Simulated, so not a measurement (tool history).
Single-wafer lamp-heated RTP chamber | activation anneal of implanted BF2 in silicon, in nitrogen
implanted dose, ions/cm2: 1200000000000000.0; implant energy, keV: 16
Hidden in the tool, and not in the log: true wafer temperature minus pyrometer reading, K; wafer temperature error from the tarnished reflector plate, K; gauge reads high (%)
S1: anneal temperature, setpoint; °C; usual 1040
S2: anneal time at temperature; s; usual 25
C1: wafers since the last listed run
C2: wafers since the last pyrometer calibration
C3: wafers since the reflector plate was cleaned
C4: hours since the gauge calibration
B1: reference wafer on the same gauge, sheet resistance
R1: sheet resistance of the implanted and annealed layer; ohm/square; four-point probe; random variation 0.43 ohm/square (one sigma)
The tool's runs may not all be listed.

run	hour	S1	S2	C1	C2	C3	C4	B1	R1
1	0.0	1040	25	0	5142	6137	3363.3	162.62	151.06
2	67.1	1022	14	829	5971	6966	3430.4	162.45	187.95
3	120.7	1022	14	662	6634	7628	3484.0	162.49	187.37
4	169.5	1022	14	602	7237	8231	3532.8	162.46	187.88
5	248.7	1040	25	978	8215	9210	3612.0	162.38	150.27
# hour 328.2: pyrometer window cleaned and pyrometer calibrated
6	341.1	1040	25	1042	159	10253	3704.4	162.28	151.20
# hour 354.9: reflector plate cleaned
7	439.7	1040	25	1119	1278	1048	3803.0	162.30	150.30
8	487.6	1040	25	591	1870	1639	3850.9	162.21	150.85
9	538.4	1040	25	627	2498	2267	3901.7	162.15	150.09
10	617.5	1040	25	977	3475	3244	3980.8	162.07	150.68
11	687.3	1040	25	862	4337	4107	4050.6	162.03	149.93
12	784.3	1040	12	1198	5536	5305	4147.6	161.90	168.53
13	882.3	1040	19	1210	6747	6516	4245.6	161.99	156.98
14	928.4	1040	10	569	7316	7086	4291.7	161.88	174.39
15	1017.1	1055	17	1095	8412	8182	4380.4	161.74	145.33
# hour 1067.9: pyrometer window cleaned and pyrometer calibrated
16	1078.0	1040	37	653	124	8835	4441.3	161.91	141.21
# hour 1170.0: reflector plate cleaned
17	1170.5	1040	25	1044	1168	6	4533.8	161.81	149.54
18	1202.1	1040	25	390	1559	396	4565.4	161.71	149.71
19	1247.7	1017	13	563	2122	960	4611.0	161.59	196.66
# hour 1342.6: gauge calibrated
20	1347.5	1018	10	1233	3355	2193	4.9	165.41	211.47
21	1394.9	1061	25	585	3941	2778	52.3	165.44	135.18
22	1478.3	1032	12	1030	4971	3809	135.7	165.35	182.37
23	1548.2	1021	19	863	5835	4672	205.6	165.33	180.73
24	1617.7	1040	25	858	6694	5531	275.1	165.19	152.34
25	1712.4	1040	33	1170	7864	6701	369.8	165.29	146.92
# hour 1781.1: pyrometer window cleaned and pyrometer calibrated
26	1798.9	1049	29	969	219	7671	456.3	165.11	143.61
27	1861.9	1040	25	778	997	8450	519.3	165.00	152.99
28	1916.3	1026	12	672	1669	9122	573.7	165.00	190.38
# hour 2031.5: reflector plate cleaned
29	2199.2	1021	31	3396	5066	2072	856.6	164.82	162.46
30	2295.0	1067	25	1183	6250	3256	952.4	164.71	130.71
31	2366.3	1019	37	880	7131	4137	1023.7	164.80	158.55
32	2403.6	1070	25	460	7592	4598	1061.0	164.66	127.11
33	2488.8	1069	25	1052	8644	5650	1146.2	164.55	127.52
34	2540.2	1068	35	635	9279	6285	1197.6	164.50	122.40
# hour 2561.5: pyrometer window cleaned and pyrometer calibrated
35	2623.7	1061	10	932	768	7218	1281.1	164.51	155.51

Hidden state at the last listed run before each entry between runs and at the first one after, where it differs:
Between runs 5 and 6: pyrometer window cleaned and pyrometer calibrated (hour 328.2)
  gauge reads high (%): -1.59 -> -1.63
  measured less the result without the state, R1: -2.42 -> -2.51 ohm/square
Between runs 6 and 7: reflector plate cleaned (hour 354.9)
  gauge reads high (%): -1.63 -> -1.68
  measured less the result without the state, R1: -2.51 -> -2.56 ohm/square
Between runs 15 and 16: pyrometer window cleaned and pyrometer calibrated (hour 1067.9)
  gauge reads high (%): -1.93 -> -1.96
  measured less the result without the state, R1: -2.86 -> -2.83 ohm/square
Between runs 16 and 17: reflector plate cleaned (hour 1170.0)
  gauge reads high (%): -1.96 -> -2
  measured less the result without the state, R1: -2.83 -> -3.05 ohm/square
Between runs 19 and 20: gauge calibrated (hour 1342.6)
  gauge reads high (%): -2.04 -> 0.255
  measured less the result without the state, R1: -4.09 -> +0.54 ohm/square
Between runs 25 and 26: pyrometer window cleaned and pyrometer calibrated (hour 1781.1)
  gauge reads high (%): 0.0921 -> 0.0535
  measured less the result without the state, R1: +0.14 -> +0.07 ohm/square
Between runs 28 and 29: reflector plate cleaned (hour 2031.5)
  gauge reads high (%): 0.00113 -> -0.125
  measured less the result without the state, R1: +0.00 -> -0.20 ohm/square
Between runs 34 and 35: pyrometer window cleaned and pyrometer calibrated (hour 2561.5)
  gauge reads high (%): -0.277 -> -0.314
  measured less the result without the state, R1: -0.34 -> -0.49 ohm/square
